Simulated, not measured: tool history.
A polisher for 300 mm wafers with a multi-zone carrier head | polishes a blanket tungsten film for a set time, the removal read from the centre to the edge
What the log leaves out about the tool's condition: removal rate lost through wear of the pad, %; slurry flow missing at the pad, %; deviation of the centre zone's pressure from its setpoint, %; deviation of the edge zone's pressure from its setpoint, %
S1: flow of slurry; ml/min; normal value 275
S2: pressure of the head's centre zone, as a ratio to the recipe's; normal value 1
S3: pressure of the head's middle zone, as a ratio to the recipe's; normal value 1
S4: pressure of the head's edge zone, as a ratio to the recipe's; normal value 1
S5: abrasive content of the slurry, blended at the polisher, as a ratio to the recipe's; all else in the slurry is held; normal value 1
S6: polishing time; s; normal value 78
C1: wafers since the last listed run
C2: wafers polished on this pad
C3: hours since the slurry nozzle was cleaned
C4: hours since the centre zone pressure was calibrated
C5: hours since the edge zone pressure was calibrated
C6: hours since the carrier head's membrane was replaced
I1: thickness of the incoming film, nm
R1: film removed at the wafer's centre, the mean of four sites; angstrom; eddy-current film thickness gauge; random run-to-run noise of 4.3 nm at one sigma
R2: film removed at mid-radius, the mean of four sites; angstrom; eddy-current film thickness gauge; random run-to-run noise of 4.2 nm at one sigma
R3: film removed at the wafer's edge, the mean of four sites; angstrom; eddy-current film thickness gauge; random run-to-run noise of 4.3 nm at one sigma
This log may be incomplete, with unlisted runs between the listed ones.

run     day   S1    S2    S3    S4    S5   S6   C1    C2     C3     C4     C5     C6     I1    R1    R2    R3
  1       0  230  1.09  0.89     1  1.25   78    0   203   67.8  823.5  116.8    0.5  944.7  3120  2588  2963
  2   0.392  275     1     1     1     1   78   87   290   77.2  832.9  126.2    9.9  930.6  2738  2728  2859
  3   1.079  275  1.09   0.9     1     1   78  153   444   93.7  849.4  142.7   26.4  962.4  3025  2517  2935
  4   1.512  330  0.93     1  1.08     1   92   96   541  104.1  859.8  153.1   36.8  939.6  3083  3271  3478
  5     1.8  275     1     1     1     1   78   64   605    111  866.7    160   43.7  954.5  2763  2758  2843
      2.017  -- slurry nozzle cleaned, repeated, since the last time left the tool worse
  6   2.112  275     1     1     1     1   78   60   666    2.3  874.2  167.5   51.2  962.9  3003  2837  3032
  7   2.533  275     1     1  0.88     1   55   94   760   12.4  884.3  177.6   61.3  961.8  2102  2014  2050
  8   4.171  275     1     1     1     1   78  366  1126   51.7  923.6  216.9  100.6  952.2  2968  2928  2945
  9   4.646  275  1.04     1     1  0.75   78  106  1232   63.1    935  228.3    112  943.4  2910  2664  2845
      5.162  -- centre zone pressure recalibrated
 10   5.183  275     1     1     1     1   78  101  1334     76    0.5  241.2  124.9  949.8  3010  2789  2884
 11    5.45  275  1.11     1     1     1   78   59  1393   82.4    6.9  247.6  131.3  952.7  3331  2805  2930
      5.921  -- worn pad replaced by a new one
 12   6.562  240     1     1     1  1.15   78  211   143  109.1   33.6  274.3    158  960.2  3033  2861  3019
 13   7.004  275     1  0.92     1     1  102   98   242  119.7   44.2  284.9  168.6  956.7  3787  3601  3920
 14   7.542  195     1     1  0.97     1   78  120   362  132.6   57.1  297.8  181.5  950.9  2806  2736  2888
 15   8.225  275  0.91     1     1     1   56  152   515    149   73.5  314.2  197.9  949.7  1886  1979  2114
 16   8.521  275     1     1     1     1   78   66   581  156.1   80.6  321.3    205  943.7  2924  2810  2983
 17   9.183  275     1     1  0.96     1   62  148   729    172   96.5  337.2  220.9  966.2  2398  2297  2328
      9.329  -- slurry nozzle cleaned
 18   9.717  275     1     1     1     1   78  109   839    9.3  109.3    350  233.7  944.5  3018  2862  3027
 19  10.358  215     1   0.9     1     1   63  143   982   24.7  124.7  365.4  249.1  958.9  2343  2128  2379
 20  11.058  245  1.07  1.12     1   1.1   78  156  1139   41.5  141.5  382.2  265.9  946.8  3213  3178  3065
     11.404  -- worn pad replaced by a new one
 21  11.425  220  1.09     1     1   0.9   90   44     4   50.3  150.3    391  274.7  962.1  3478  3150  3168

Had the tool no unlogged condition, and each run kept its random variation, what would the results have been?
run    R1    R2    R3
  1  3405  2797  3137
  2  2960  2926  3011
  3  3281  2707  3098
  4  3312  3488  3650
  5  3007  2974  3006
  6  3006  2839  3034
  7  2109  2020  2054
  8  3000  2956  2966
  9  2945  2693  2868
 10  3051  2823  2911
 11  3379  2841  2959
 12  3089  2908  3057
 13  3852  3657  3966
 14  2872  2794  2933
 15  1921  2013  2141
 16  2980  2858  3021
 17  2445  2337  2359
 18  3029  2872  3035
 19  2364  2145  2393
 20  3250  3211  3088
 21  3526  3190  3198

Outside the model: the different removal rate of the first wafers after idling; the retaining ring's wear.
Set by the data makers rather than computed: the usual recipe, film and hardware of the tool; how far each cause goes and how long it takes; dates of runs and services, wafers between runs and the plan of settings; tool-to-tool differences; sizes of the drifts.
